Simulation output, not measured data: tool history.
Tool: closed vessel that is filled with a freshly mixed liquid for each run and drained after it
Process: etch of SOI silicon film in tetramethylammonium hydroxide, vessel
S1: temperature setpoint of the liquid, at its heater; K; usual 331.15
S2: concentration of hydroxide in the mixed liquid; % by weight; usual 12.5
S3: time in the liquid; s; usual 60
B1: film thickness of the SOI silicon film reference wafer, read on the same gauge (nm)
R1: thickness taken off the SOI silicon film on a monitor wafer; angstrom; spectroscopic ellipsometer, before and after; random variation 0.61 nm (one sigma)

{"run": 1, "day": 0.0, "S1": 331.15, "S2": 12.5, "S3": 60, "B1": 110.0, "R1": 1733.5}
{"run": 2, "day": 2.525, "S1": 331.15, "S2": 12.5, "S3": 75, "B1": 109.98, "R1": 2156.2}
{"run": 3, "day": 6.567, "S1": 331.15, "S2": 12.5, "S3": 45, "B1": 109.99, "R1": 1293.2}
{"run": 4, "day": 9.771, "S1": 331.15, "S2": 12.5, "S3": 45, "B1": 109.99, "R1": 1285.4}
{"run": 5, "day": 13.65, "S1": 331.15, "S2": 12.5, "S3": 45, "B1": 110.01, "R1": 1294.4}
{"run": 6, "day": 15.225, "S1": 331.15, "S2": 12.5, "S3": 60, "B1": 109.97, "R1": 1701.3}
{"day": 15.408, "done": "hydroxide flow meter replaced"}
{"run": 7, "day": 17.904, "S1": 331.15, "S2": 12.5, "S3": 60, "B1": 110.02, "R1": 1737.0}
{"run": 8, "day": 20.925, "S1": 331.15, "S2": 12.5, "S3": 60, "B1": 109.99, "R1": 1746.3}
{"run": 9, "day": 23.254, "S1": 331.15, "S2": 12.5, "S3": 60, "B1": 110.0, "R1": 1736.4}
{"run": 10, "day": 27.429, "S1": 325.15, "S2": 12.5, "S3": 60, "B1": 110.01, "R1": 1175.9}
{"run": 11, "day": 29.146, "S1": 331.15, "S2": 12.5, "S3": 80, "B1": 110.01, "R1": 2301.8}
{"run": 12, "day": 32.042, "S1": 334.15, "S2": 11.5, "S3": 60, "B1": 110.02, "R1": 2164.9}
{"run": 13, "day": 34.492, "S1": 334.15, "S2": 11.5, "S3": 60, "B1": 109.98, "R1": 2138.2}
{"day": 37.012, "done": "thermometer replaced"}
{"run": 14, "day": 37.308, "S1": 331.15, "S2": 12.5, "S3": 60, "B1": 110.02, "R1": 1716.0}
{"run": 15, "day": 39.779, "S1": 336.15, "S2": 10.0, "S3": 60, "B1": 110.01, "R1": 2568.8}
{"run": 16, "day": 46.679, "S1": 337.15, "S2": 12.5, "S3": 60, "B1": 109.99, "R1": 2470.2}
{"run": 17, "day": 50.354, "S1": 331.15, "S2": 12.5, "S3": 40, "B1": 110.0, "R1": 1135.3}
{"day": 50.796, "done": "gauge calibrated"}
{"day": 53.379, "done": "hydroxide flow meter replaced"}
{"run": 18, "day": 54.554, "S1": 331.15, "S2": 12.5, "S3": 60, "B1": 110.02, "R1": 1753.7}
{"run": 19, "day": 57.575, "S1": 335.15, "S2": 14.5, "S3": 30, "B1": 110.0, "R1": 1040.0}
{"run": 20, "day": 61.992, "S1": 335.15, "S2": 9.5, "S3": 90, "B1": 110.03, "R1": 3726.1}
{"run": 21, "day": 64.529, "S1": 337.15, "S2": 15.5, "S3": 90, "B1": 110.02, "R1": 3433.5}
{"run": 22, "day": 66.254, "S1": 331.15, "S2": 9.5, "S3": 85, "B1": 110.0, "R1": 2739.9}
{"run": 23, "day": 69.121, "S1": 338.65, "S2": 12.5, "S3": 60, "B1": 110.02, "R1": 2734.4}
{"run": 24, "day": 73.175, "S1": 328.15, "S2": 10.5, "S3": 75, "B1": 110.01, "R1": 1902.3}
{"run": 25, "day": 75.379, "S1": 334.15, "S2": 10.0, "S3": 60, "B1": 110.0, "R1": 2271.1}
{"run": 26, "day": 77.438, "S1": 331.15, "S2": 12.5, "S3": 60, "B1": 109.98, "R1": 1732.0}
{"run": 27, "day": 80.921, "S1": 331.15, "S2": 12.5, "S3": 60, "B1": 110.02, "R1": 1714.2}
{"run": 28, "day": 82.746, "S1": 331.15, "S2": 15.5, "S3": 60, "B1": 110.03, "R1": 1565.9}

The tool's hidden state at each run:
liquid colder than its thermometer reads (K): 0 in every run
gauge reads high (%): 0 in every run
H1: hydroxide flow above the setpoint (%)
run=1 H1=2.55
run=2 H1=2.96
run=3 H1=3.6
run=4 H1=4.12
run=5 H1=4.74
run=6 H1=4.99
run=7 H1=1.42
run=8 H1=1.9
run=9 H1=2.28
run=10 H1=2.94
run=11 H1=3.22
run=12 H1=3.68
run=13 H1=4.07
run=14 H1=4.52
run=15 H1=4.92
run=16 H1=6.02
run=17 H1=6.61
run=18 H1=0.226
run=19 H1=0.709
run=20 H1=1.42
run=21 H1=1.82
run=22 H1=2.1
run=23 H1=2.55
run=24 H1=3.2
run=25 H1=3.56
run=26 H1=3.88
run=27 H1=4.44
run=28 H1=4.73
